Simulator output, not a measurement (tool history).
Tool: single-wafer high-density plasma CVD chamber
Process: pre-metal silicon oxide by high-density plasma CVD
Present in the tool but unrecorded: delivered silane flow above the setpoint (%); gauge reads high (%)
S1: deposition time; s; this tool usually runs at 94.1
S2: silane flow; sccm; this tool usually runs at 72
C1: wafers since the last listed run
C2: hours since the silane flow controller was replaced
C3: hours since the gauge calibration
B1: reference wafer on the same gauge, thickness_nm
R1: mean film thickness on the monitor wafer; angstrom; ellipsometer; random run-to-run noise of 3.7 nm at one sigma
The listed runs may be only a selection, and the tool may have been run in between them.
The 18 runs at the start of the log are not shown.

Run 19, hour 972.9: usual settings but S1 85.6 s; C1 705; C2 74.6; C3 1258.5; B1 723.857. Result: R1 6708.07 angstrom.
Run 20, hour 1012.1: usual settings but S1 85.6 s; C1 473; C2 113.8; C3 1297.7; B1 725.931. Result: R1 6700.75 angstrom.
Run 21, hour 1059.9: usual settings; C1 577; C2 161.6; C3 1345.5; B1 728.525. Result: R1 7357.01 angstrom.
Run 22, hour 1125.5: usual settings but S1 106.7 s, S2 68 sccm; C1 792; C2 227.2; C3 1411.1; B1 730.717. Result: R1 8010.01 angstrom.
Run 23, hour 1152.3: usual settings but S1 87.9 s, S2 68 sccm; C1 323; C2 254; C3 1437.9; B1 732.674. Result: R1 6657.24 angstrom.
At hour 1205.7: gauge calibrated.
Run 24, hour 1218.5: usual settings; C1 799; C2 320.2; C3 12.8; B1 703.112. Result: R1 7097.55 angstrom.
Run 25, hour 1274.5: usual settings but S1 100.1 s; C1 676; C2 376.2; C3 68.8; B1 703.53. Result: R1 7617.02 angstrom.
Run 26, hour 1309.2: usual settings; C1 419; C2 410.9; C3 103.5; B1 704.292. Result: R1 7117.39 angstrom.
Run 27, hour 1356.7: usual settings but S1 99.4 s; C1 573; C2 458.4; C3 151; B1 703.628. Result: R1 7602.17 angstrom.
Run 28, hour 1418.5: usual settings but S1 110.7 s, S2 64 sccm; C1 746; C2 520.2; C3 212.8; B1 704.36. Result: R1 7651.11 angstrom.
Run 29, hour 1469.9: usual settings but S1 76.6 s, S2 85 sccm; C1 621; C2 571.6; C3 264.2; B1 703.38. Result: R1 6741.5 angstrom.
Run 30, hour 1512.9: usual settings; C1 519; C2 614.6; C3 307.2; B1 704.097. Result: R1 7199.89 angstrom.
Run 31, hour 1559.2: usual settings but S1 84.9 s, S2 84 sccm; C1 559; C2 660.9; C3 353.5; B1 705.36. Result: R1 7419.76 angstrom.
Run 32, hour 1616.7: usual settings; C1 694; C2 718.4; C3 411; B1 706.039. Result: R1 7151.69 angstrom.
Run 33, hour 1646.2: usual settings but S1 99.5 s; C1 356; C2 747.9; C3 440.5; B1 705.729. Result: R1 7565.4 angstrom.
Run 34, hour 1814.5: usual settings but S1 76 s; C1 2033; C2 916.2; C3 608.8; B1 709.883. Result: R1 5878.95 angstrom.
Run 35, hour 1875.1: usual settings but S1 105.7 s, S2 58 sccm; C1 732; C2 976.8; C3 669.4; B1 709.236. Result: R1 6797.15 angstrom.
Run 36, hour 1930.2: usual settings but S1 84.5 s, S2 78 sccm; C1 665; C2 1031.9; C3 724.5; B1 712.079. Result: R1 6987.48 angstrom.
Run 37, hour 1980.5: usual settings but S1 78.3 s, S2 64 sccm; C1 607; C2 1082.2; C3 774.8; B1 711.471. Result: R1 5470.76 angstrom.
Run 38, hour 2044.1: usual settings; C1 768; C2 1145.8; C3 838.4; B1 715.603. Result: R1 7254.02 angstrom.
Run 39, hour 2111.6: usual settings but S1 83.6 s, S2 76 sccm; C1 815; C2 1213.3; C3 905.9; B1 715.817. Result: R1 6780.5 angstrom.
Run 40, hour 2170.6: usual settings; C1 712; C2 1272.3; C3 964.9; B1 717.545. Result: R1 7342.11 angstrom.
Run 41, hour 2205.1: usual settings but S1 108.5 s, S2 85 sccm; C1 416; C2 1306.8; C3 999.4; B1 718.407. Result: R1 9742.16 angstrom.
Run 42, hour 2270.7: usual settings but S1 109.1 s, S2 59 sccm; C1 792; C2 1372.4; C3 1065; B1 721.077. Result: R1 7214.84 angstrom.
Run 43, hour 2309.9: usual settings but S1 102.8 s, S2 66 sccm; C1 473; C2 1411.6; C3 1104.2; B1 723.551. Result: R1 7446.1 angstrom.

What if the next run were any one of these 5? Each begins from the tool's condition after run 43:
Run A, hour 2310.3: usual settings; C1 4; C2 1412; C3 1104.6; B1 ?. Result: R1 ?.
Run B, hour 2310.3: usual settings but S1 104.1 s; C1 4; C2 1412; C3 1104.6; B1 ?. Result: R1 ?.
Run C, hour 2310.3: usual settings but S1 76.1 s; C1 4; C2 1412; C3 1104.6; B1 ?. Result: R1 ?.
Run D, hour 2310.3: usual settings but S1 112.8 s, S2 79 sccm; C1 4; C2 1412; C3 1104.6; B1 ?. Result: R1 ?.
Run E, hour 2310.3: usual settings but S1 84 s; C1 4; C2 1412; C3 1104.6; B1 ?. Result: R1 ?.

run       B1       R1
  A  724.766  7318.63
  B  724.766  8096.38
  C  724.766  5918.68
  D  724.766  9499.62
  E  724.766   6533.1
Stripped of hidden state, with their random variation kept, the same runs would have yielded:
run       R1
  A  7100.76
  B  7855.36
  C  5742.49
  D  9216.84
  E  6338.62

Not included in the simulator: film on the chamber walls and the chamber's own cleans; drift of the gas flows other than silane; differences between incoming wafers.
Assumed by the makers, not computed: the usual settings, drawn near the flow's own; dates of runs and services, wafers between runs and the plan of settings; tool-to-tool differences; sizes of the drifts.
